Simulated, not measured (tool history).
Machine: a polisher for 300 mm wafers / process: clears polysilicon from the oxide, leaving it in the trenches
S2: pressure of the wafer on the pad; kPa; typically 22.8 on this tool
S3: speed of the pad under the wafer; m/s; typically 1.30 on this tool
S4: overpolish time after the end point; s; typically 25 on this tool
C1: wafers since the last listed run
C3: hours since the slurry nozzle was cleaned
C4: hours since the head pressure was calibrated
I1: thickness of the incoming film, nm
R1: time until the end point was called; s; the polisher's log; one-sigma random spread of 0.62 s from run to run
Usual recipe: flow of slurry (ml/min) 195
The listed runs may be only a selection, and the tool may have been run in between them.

run 1 hour=0.0 | flow_of_slurry_(ml/min)=195 S2=22.8 S3=1.30 S4=25 | C1=0 wafers_polished_on_this_pad=143 C3=292.4 C4=375.8 | I1=800.7 | R1=42.5
run 2 hour=18.8 | flow_of_slurry_(ml/min)=195 S2=22.8 S3=1.30 S4=25 | C1=147 wafers_polished_on_this_pad=291 C3=311.2 C4=394.6 | I1=797.5 | R1=42.3
run 3 hour=28.1 | flow_of_slurry_(ml/min)=195 S2=22.8 S3=1.30 S4=25 | C1=73 wafers_polished_on_this_pad=364 C3=320.5 C4=403.9 | I1=787.3 | R1=42.6
run 4 hour=35.1 | flow_of_slurry_(ml/min)=195 S2=22.8 S3=1.30 S4=25 | C1=55 wafers_polished_on_this_pad=419 C3=327.5 C4=410.9 | I1=786.7 | R1=41.4
run 5 hour=48.4 | flow_of_slurry_(ml/min)=195 S2=22.8 S3=1.30 S4=25 | C1=104 wafers_polished_on_this_pad=524 C3=340.8 C4=424.2 | I1=803.8 | R1=43.4
run 6 hour=56.4 | flow_of_slurry_(ml/min)=195 S2=22.8 S3=1.30 S4=25 | C1=62 wafers_polished_on_this_pad=587 C3=348.8 C4=432.2 | I1=802.8 | R1=44.2
run 7 hour=73.0 | flow_of_slurry_(ml/min)=195 S2=22.8 S3=1.30 S4=25 | C1=130 wafers_polished_on_this_pad=717 C3=365.4 C4=448.8 | I1=792.9 | R1=43.6
run 8 hour=87.1 | flow_of_slurry_(ml/min)=195 S2=22.8 S3=1.30 S4=25 | C1=110 wafers_polished_on_this_pad=828 C3=379.5 C4=462.9 | I1=791.6 | R1=45.1
run 9 hour=97.1 | flow_of_slurry_(ml/min)=195 S2=22.8 S3=1.30 S4=25 | C1=78 wafers_polished_on_this_pad=907 C3=389.5 C4=472.9 | I1=781.9 | R1=42.8
-- hour=106.3 worn pad replaced by a new one
run 10 hour=106.8 | flow_of_slurry_(ml/min)=195 S2=22.8 S3=1.30 S4=25 | C1=44 wafers_polished_on_this_pad=4 C3=399.2 C4=482.6 | I1=783.6 | R1=44.1
-- hour=112.1 slurry nozzle cleaned
run 11 hour=122.9 | flow_of_slurry_(ml/min)=195 S2=22.8 S3=1.30 S4=25 | C1=118 wafers_polished_on_this_pad=122 C3=10.8 C4=498.7 | I1=783.8 | R1=37.5
run 12 hour=130.9 | flow_of_slurry_(ml/min)=195 S2=22.8 S3=1.30 S4=25 | C1=62 wafers_polished_on_this_pad=185 C3=18.8 C4=506.7 | I1=781.0 | R1=39.3
run 13 hour=147.3 | flow_of_slurry_(ml/min)=195 S2=22.8 S3=1.30 S4=25 | C1=129 wafers_polished_on_this_pad=314 C3=35.2 C4=523.1 | I1=789.6 | R1=39.1
run 14 hour=153.8 | flow_of_slurry_(ml/min)=195 S2=22.8 S3=1.30 S4=25 | C1=51 wafers_polished_on_this_pad=366 C3=41.7 C4=529.6 | I1=798.0 | R1=38.9
run 15 hour=169.0 | flow_of_slurry_(ml/min)=195 S2=27.6 S3=1.14 S4=25 | C1=119 wafers_polished_on_this_pad=485 C3=56.9 C4=544.8 | I1=784.4 | R1=36.8
run 16 hour=185.2 | flow_of_slurry_(ml/min)=170 S2=30.3 S3=1.10 S4=15 | C1=127 wafers_polished_on_this_pad=613 C3=73.1 C4=561.0 | I1=794.4 | R1=36.0
run 17 hour=194.8 | flow_of_slurry_(ml/min)=265 S2=22.8 S3=1.30 S4=34 | C1=75 wafers_polished_on_this_pad=688 C3=82.7 C4=570.6 | I1=798.3 | R1=37.0
run 18 hour=201.3 | flow_of_slurry_(ml/min)=195 S2=22.8 S3=1.30 S4=25 | C1=51 wafers_polished_on_this_pad=740 C3=89.2 C4=577.1 | I1=783.9 | R1=38.7
run 19 hour=214.4 | flow_of_slurry_(ml/min)=195 S2=27.6 S3=1.30 S4=25 | C1=103 wafers_polished_on_this_pad=843 C3=102.3 C4=590.2 | I1=780.2 | R1=33.5
-- hour=220.3 worn pad replaced by a new one
run 20 hour=224.5 | flow_of_slurry_(ml/min)=195 S2=22.8 S3=1.30 S4=25 | C1=48 wafers_polished_on_this_pad=33 C3=112.4 C4=600.3 | I1=800.3 | R1=41.0
run 21 hour=231.5 | flow_of_slurry_(ml/min)=195 S2=24.8 S3=1.30 S4=31 | C1=55 wafers_polished_on_this_pad=88 C3=119.4 C4=607.3 | I1=781.2 | R1=35.6
-- hour=240.3 head pressure recalibrated
run 22 hour=244.8 | flow_of_slurry_(ml/min)=195 S2=20.0 S3=1.30 S4=25 | C1=88 wafers_polished_on_this_pad=177 C3=132.7 C4=4.5 | I1=793.0 | R1=44.3
run 23 hour=261.7 | flow_of_slurry_(ml/min)=195 S2=22.8 S3=1.30 S4=25 | C1=133 wafers_polished_on_this_pad=310 C3=149.6 C4=21.4 | I1=782.2 | R1=39.3
run 24 hour=273.0 | flow_of_slurry_(ml/min)=195 S2=22.8 S3=1.30 S4=25 | C1=88 wafers_polished_on_this_pad=399 C3=160.9 C4=32.7 | I1=793.0 | R1=40.1

Run 25 has not been measured yet. What should we expect?
run 25 hour=285.3 | flow_of_slurry_(ml/min)=250 S2=22.8 S3=1.14 S4=25 | C1=96 wafers_polished_on_this_pad=495 C3=173.2 C4=45.0 | I1=792.5 | R1=?

For run 25 the tool returned R1 43.7 s.
Take away the tool's hidden state, keep the run-to-run variation as it was, and the same run would have given R1 41.8 s.
